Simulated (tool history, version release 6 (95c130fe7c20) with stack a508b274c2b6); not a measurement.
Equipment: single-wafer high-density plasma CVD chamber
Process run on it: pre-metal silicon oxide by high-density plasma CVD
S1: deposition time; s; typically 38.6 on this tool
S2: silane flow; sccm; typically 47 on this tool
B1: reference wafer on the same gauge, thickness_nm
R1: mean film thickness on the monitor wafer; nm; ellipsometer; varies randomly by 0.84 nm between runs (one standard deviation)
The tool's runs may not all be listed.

run 1 day=0.000 | S1=38.6 S2=47 | B1=205.747 | R1=181.558
run 2 day=2.496 | S1=38.6 S2=47 | B1=206.029 | R1=182.912
run 3 day=4.154 | S1=38.6 S2=47 | B1=205.653 | R1=180.653
run 4 day=5.921 | S1=33.9 S2=47 | B1=205.882 | R1=158.819
run 5 day=8.196 | S1=33.9 S2=47 | B1=205.834 | R1=159.509
run 6 day=9.912 | S1=33.9 S2=47 | B1=205.727 | R1=159.433
run 7 day=15.283 | S1=34.4 S2=47 | B1=206.314 | R1=161.689
run 8 day=18.467 | S1=38.6 S2=47 | B1=206.126 | R1=183.505
run 9 day=22.792 | S1=38.6 S2=47 | B1=206.357 | R1=181.981
run 10 day=26.642 | S1=38.6 S2=47 | B1=205.904 | R1=180.948
run 11 day=36.304 | S1=38.6 S2=47 | B1=205.939 | R1=181.817
run 12 day=39.179 | S1=38.6 S2=47 | B1=206.023 | R1=182.358
run 13 day=42.817 | S1=40.9 S2=47 | B1=206.002 | R1=193.444
run 14 day=50.912 | S1=40.9 S2=47 | B1=206.101 | R1=192.824
run 15 day=54.679 | S1=40.9 S2=47 | B1=205.832 | R1=192.667
run 16 day=56.992 | S1=38.6 S2=47 | B1=206.178 | R1=180.822
run 17 day=61.450 | S1=38.6 S2=47 | B1=205.869 | R1=181.767
run 18 day=65.096 | S1=38.6 S2=51 | B1=206.380 | R1=194.747
run 19 day=68.504 | S1=41.0 S2=47 | B1=206.192 | R1=194.031
run 20 day=70.542 | S1=41.0 S2=47 | B1=205.533 | R1=193.875
run 21 day=73.583 | S1=40.7 S2=47 | B1=205.571 | R1=192.693
run 22 day=76.846 | S1=46.2 S2=47 | B1=206.388 | R1=219.187
run 23 day=78.796 | S1=38.6 S2=47 | B1=206.353 | R1=182.522
run 24 day=81.221 | S1=32.2 S2=47 | B1=205.933 | R1=151.274
run 25 day=82.908 | S1=42.4 S2=39 | B1=206.010 | R1=174.036
run 26 day=84.525 | S1=38.6 S2=47 | B1=205.997 | R1=182.775
run 27 day=88.288 | S1=43.5 S2=43 | B1=206.238 | R1=192.451
run 28 day=90.758 | S1=38.6 S2=47 | B1=205.946 | R1=182.515
run 29 day=92.667 | S1=38.6 S2=47 | B1=205.973 | R1=182.522
run 30 day=103.629 | S1=31.1 S2=55 | B1=206.137 | R1=165.188
run 31 day=106.196 | S1=31.4 S2=51 | B1=205.977 | R1=152.843
run 32 day=109.146 | S1=32.7 S2=41 | B1=206.220 | R1=137.844
run 33 day=111.004 | S1=38.6 S2=47 | B1=205.971 | R1=178.101
run 34 day=115.008 | S1=41.0 S2=47 | B1=205.904 | R1=189.763
run 35 day=118.946 | S1=36.0 S2=47 | B1=206.172 | R1=165.305
run 36 day=123.154 | S1=44.6 S2=47 | B1=205.372 | R1=205.967
run 37 day=125.696 | S1=33.7 S2=39 | B1=205.940 | R1=137.494
run 38 day=129.333 | S1=38.6 S2=44 | B1=206.197 | R1=171.218
run 39 day=132.742 | S1=35.9 S2=40 | B1=205.911 | R1=149.620
run 40 day=135.046 | S1=38.6 S2=47 | B1=206.105 | R1=180.808
run 41 day=138.862 | S1=38.6 S2=56 | B1=205.372 | R1=203.976
run 42 day=142.467 | S1=36.0 S2=47 | B1=205.890 | R1=167.165
run 43 day=146.338 | S1=34.0 S2=47 | B1=205.485 | R1=158.082

Between the runs listed above, the log contained 3 entries, not reproduced here. Where in the sequence does each belong, and how does what the log doesn't record of the tool's condition differ from the listed run before to the listed run after?
After run 4, before run 5: gauge calibrated (day 8.188)
  delivered silane flow above the setpoint (%): 3.31 -> 3.36
  measured value less the no-hidden-state value, R1: +3.720 -> +3.791 nm
After run 21, before run 22: gauge calibrated (day 76.467)
  delivered silane flow above the setpoint (%): 4.13 -> 4.15
  measured value less the no-hidden-state value, R1: +5.599 -> +6.394 nm
After run 30, before run 31: silane flow controller replaced (day 104.971)
  delivered silane flow above the setpoint (%): 4.25 -> 0.397
  measured value less the no-hidden-state value, R1: +4.939 -> +0.438 nm

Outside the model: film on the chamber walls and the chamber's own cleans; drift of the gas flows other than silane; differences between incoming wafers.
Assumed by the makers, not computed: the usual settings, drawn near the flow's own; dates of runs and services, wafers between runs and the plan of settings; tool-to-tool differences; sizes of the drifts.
